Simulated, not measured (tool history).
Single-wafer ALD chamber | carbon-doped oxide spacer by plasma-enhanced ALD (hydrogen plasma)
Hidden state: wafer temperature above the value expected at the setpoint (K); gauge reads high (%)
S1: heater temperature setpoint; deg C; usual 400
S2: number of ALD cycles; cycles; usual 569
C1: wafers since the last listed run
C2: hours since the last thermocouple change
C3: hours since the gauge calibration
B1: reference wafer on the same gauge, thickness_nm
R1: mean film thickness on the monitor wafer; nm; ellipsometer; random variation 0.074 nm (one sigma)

{"run": 1, "hour": 0.0, "S1": 400, "S2": 569, "C1": 0, "C2": 1717.4, "C3": 115.2, "B1": 32.6, "R1": 28.797}
{"run": 2, "hour": 11.4, "S1": 400, "S2": 569, "C1": 10, "C2": 1728.8, "C3": 126.6, "B1": 32.617, "R1": 28.642}
{"run": 3, "hour": 23.3, "S1": 400, "S2": 569, "C1": 11, "C2": 1740.7, "C3": 138.5, "B1": 32.576, "R1": 28.711}
{"run": 4, "hour": 41.0, "S1": 400, "S2": 569, "C1": 16, "C2": 1758.4, "C3": 156.2, "B1": 32.583, "R1": 28.671}
{"run": 5, "hour": 81.3, "S1": 400, "S2": 569, "C1": 37, "C2": 1798.7, "C3": 196.5, "B1": 32.559, "R1": 28.728}
{"run": 6, "hour": 102.4, "S1": 400, "S2": 569, "C1": 19, "C2": 1819.8, "C3": 217.6, "B1": 32.575, "R1": 28.709}
{"run": 7, "hour": 115.6, "S1": 400, "S2": 569, "C1": 12, "C2": 1833.0, "C3": 230.8, "B1": 32.579, "R1": 28.631}
{"hour": 122.6, "done": "gauge calibrated"}
{"run": 8, "hour": 128.9, "S1": 400, "S2": 496, "C1": 12, "C2": 1846.3, "C3": 6.3, "B1": 32.587, "R1": 25.071}
{"run": 9, "hour": 142.5, "S1": 400, "S2": 496, "C1": 12, "C2": 1859.9, "C3": 19.9, "B1": 32.58, "R1": 24.872}
{"run": 10, "hour": 155.6, "S1": 400, "S2": 569, "C1": 12, "C2": 1873.0, "C3": 33.0, "B1": 32.566, "R1": 28.776}
{"run": 11, "hour": 166.9, "S1": 400, "S2": 569, "C1": 10, "C2": 1884.3, "C3": 44.3, "B1": 32.627, "R1": 28.814}
{"run": 12, "hour": 174.0, "S1": 400, "S2": 569, "C1": 6, "C2": 1891.4, "C3": 51.4, "B1": 32.605, "R1": 28.662}
{"run": 13, "hour": 184.2, "S1": 390, "S2": 569, "C1": 9, "C2": 1901.6, "C3": 61.6, "B1": 32.583, "R1": 28.721}
{"run": 14, "hour": 193.7, "S1": 400, "S2": 569, "C1": 8, "C2": 1911.1, "C3": 71.1, "B1": 32.591, "R1": 28.76}
{"hour": 219.6, "done": "thermocouple changed; heater temperature recalibrated"}
{"run": 15, "hour": 220.1, "S1": 410, "S2": 615, "C1": 17, "C2": 0.5, "C3": 97.5, "B1": 32.629, "R1": 29.976}
{"run": 16, "hour": 221.3, "S1": 400, "S2": 533, "C1": 1, "C2": 1.7, "C3": 98.7, "B1": 32.588, "R1": 26.962}
{"run": 17, "hour": 233.7, "S1": 400, "S2": 569, "C1": 11, "C2": 14.1, "C3": 111.1, "B1": 32.596, "R1": 28.711}
{"run": 18, "hour": 249.0, "S1": 393, "S2": 628, "C1": 14, "C2": 29.4, "C3": 126.4, "B1": 32.62, "R1": 31.635}
{"run": 19, "hour": 256.9, "S1": 391, "S2": 517, "C1": 7, "C2": 37.3, "C3": 134.3, "B1": 32.591, "R1": 26.127}
{"run": 20, "hour": 271.9, "S1": 400, "S2": 569, "C1": 14, "C2": 52.3, "C3": 149.3, "B1": 32.638, "R1": 28.753}
{"run": 21, "hour": 280.4, "S1": 400, "S2": 569, "C1": 7, "C2": 60.8, "C3": 157.8, "B1": 32.605, "R1": 28.755}
{"run": 22, "hour": 290.3, "S1": 400, "S2": 569, "C1": 9, "C2": 70.7, "C3": 167.7, "B1": 32.603, "R1": 28.739}
{"run": 23, "hour": 299.0, "S1": 413, "S2": 620, "C1": 8, "C2": 79.4, "C3": 176.4, "B1": 32.63, "R1": 29.949}
{"run": 24, "hour": 309.9, "S1": 400, "S2": 666, "C1": 10, "C2": 90.3, "C3": 187.3, "B1": 32.591, "R1": 33.612}
{"hour": 320.8, "done": "gauge calibrated"}
{"run": 25, "hour": 320.9, "S1": 400, "S2": 569, "C1": 10, "C2": 101.3, "C3": 0.1, "B1": 32.633, "R1": 28.717}
{"run": 26, "hour": 331.2, "S1": 406, "S2": 569, "C1": 9, "C2": 111.6, "C3": 10.4, "B1": 32.638, "R1": 28.234}
{"run": 27, "hour": 343.1, "S1": 400, "S2": 527, "C1": 11, "C2": 123.5, "C3": 22.3, "B1": 32.595, "R1": 26.556}

Forecast each of these 4 alternatives for the next run:
{"run": "A", "hour": 344.4, "S1": 400, "S2": 647, "C1": 1, "C2": 124.8, "C3": 23.6, "B1": "?", "R1": "?"}
{"run": "B", "hour": 344.4, "S1": 404, "S2": 679, "C1": 1, "C2": 124.8, "C3": 23.6, "B1": "?", "R1": "?"}
{"run": "C", "hour": 344.4, "S1": 393, "S2": 569, "C1": 1, "C2": 124.8, "C3": 23.6, "B1": "?", "R1": "?"}
{"run": "D", "hour": 344.4, "S1": 410, "S2": 467, "C1": 1, "C2": 124.8, "C3": 23.6, "B1": "?", "R1": "?"}

run=A B1=32.637 R1=32.616
run=B B1=32.637 R1=33.762
run=C B1=32.637 R1=28.684
run=D B1=32.637 R1=22.738
Without the tool's hidden state the same runs would have given:
run=A R1=32.616
run=B R1=33.762
run=C R1=28.684
run=D R1=22.738
